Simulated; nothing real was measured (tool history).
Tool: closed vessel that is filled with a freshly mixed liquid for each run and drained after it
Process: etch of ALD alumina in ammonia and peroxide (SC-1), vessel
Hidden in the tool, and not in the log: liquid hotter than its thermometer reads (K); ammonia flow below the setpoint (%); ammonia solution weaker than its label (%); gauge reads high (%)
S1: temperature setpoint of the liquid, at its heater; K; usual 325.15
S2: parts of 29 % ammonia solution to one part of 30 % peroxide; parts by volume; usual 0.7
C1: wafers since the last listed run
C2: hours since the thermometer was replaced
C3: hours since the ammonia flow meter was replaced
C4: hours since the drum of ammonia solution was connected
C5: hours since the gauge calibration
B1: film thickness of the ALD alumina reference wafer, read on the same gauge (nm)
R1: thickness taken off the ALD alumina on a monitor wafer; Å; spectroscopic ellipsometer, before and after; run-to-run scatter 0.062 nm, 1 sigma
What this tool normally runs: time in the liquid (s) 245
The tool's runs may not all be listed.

run 1 day=0 | S1=325.15 S2=0.95 time_in_the_liquid_(s)=245 | C1=0 C2=1974.5 C3=592.9 C4=826.1 C5=100.4 | B1=89.98 | R1=149.9
run 2 day=0.608 | S1=325.15 S2=0.95 time_in_the_liquid_(s)=245 | C1=1725 C2=1989.1 C3=607.5 C4=840.7 C5=115 | B1=90.02 | R1=151.4
run 3 day=1.146 | S1=325.15 S2=0.95 time_in_the_liquid_(s)=245 | C1=1524 C2=2002 C3=620.4 C4=853.6 C5=127.9 | B1=90.04 | R1=149.7
run 4 day=1.862 | S1=325.15 S2=0.7 time_in_the_liquid_(s)=245 | C1=2032 C2=2019.2 C3=637.6 C4=870.8 C5=145.1 | B1=89.99 | R1=146.1
run 5 day=2.121 | S1=325.15 S2=0.7 time_in_the_liquid_(s)=245 | C1=732 C2=2025.4 C3=643.8 C4=877 C5=151.3 | B1=90 | R1=146.2
run 6 day=2.779 | S1=325.15 S2=0.7 time_in_the_liquid_(s)=245 | C1=1867 C2=2041.2 C3=659.6 C4=892.8 C5=167.1 | B1=90.01 | R1=145.3
-- day=3.262 thermometer replaced
run 7 day=3.283 | S1=325.15 S2=0.7 time_in_the_liquid_(s)=245 | C1=1311 C2=0.5 C3=671.7 C4=904.9 C5=179.2 | B1=90.01 | R1=146.4
-- day=3.388 new drum of ammonia solution connected
run 8 day=3.775 | S1=325.15 S2=0.7 time_in_the_liquid_(s)=200 | C1=1276 C2=12.3 C3=683.5 C4=9.3 C5=191 | B1=90 | R1=118.6
-- day=4.029 ammonia flow meter replaced
-- day=4.071 gauge calibrated
run 9 day=4.496 | S1=329.65 S2=0.6 time_in_the_liquid_(s)=290 | C1=1926 C2=29.6 C3=11.2 C4=26.6 C5=10.2 | B1=89.97 | R1=216.6
run 10 day=4.996 | S1=325.15 S2=0.4 time_in_the_liquid_(s)=120 | C1=1418 C2=41.6 C3=23.2 C4=38.6 C5=22.2 | B1=90.03 | R1=67.9
run 11 day=5.438 | S1=325.15 S2=0.7 time_in_the_liquid_(s)=245 | C1=1252 C2=52.2 C3=33.8 C4=49.2 C5=32.8 | B1=89.96 | R1=146.4
run 12 day=6.062 | S1=332.65 S2=0.7 time_in_the_liquid_(s)=245 | C1=1772 C2=67.2 C3=48.8 C4=64.2 C5=47.8 | B1=89.99 | R1=217.1
run 13 day=6.662 | S1=325.15 S2=0.7 time_in_the_liquid_(s)=130 | C1=1701 C2=81.6 C3=63.2 C4=78.6 C5=62.2 | B1=90.04 | R1=78
run 14 day=7.079 | S1=325.15 S2=0.7 time_in_the_liquid_(s)=245 | C1=1181 C2=91.6 C3=73.2 C4=88.6 C5=72.2 | B1=90.01 | R1=147
run 15 day=7.625 | S1=325.15 S2=0.5 time_in_the_liquid_(s)=280 | C1=1548 C2=104.7 C3=86.3 C4=101.7 C5=85.3 | B1=90.02 | R1=161.3

What the log doesn't show, run by run:
liquid hotter than its thermometer reads (K): 0 across all the runs
ammonia flow below the setpoint (%): 0 across all the runs
ammonia solution weaker than its label (%): 0 across all the runs
gauge reads high (%): 0 across all the runs

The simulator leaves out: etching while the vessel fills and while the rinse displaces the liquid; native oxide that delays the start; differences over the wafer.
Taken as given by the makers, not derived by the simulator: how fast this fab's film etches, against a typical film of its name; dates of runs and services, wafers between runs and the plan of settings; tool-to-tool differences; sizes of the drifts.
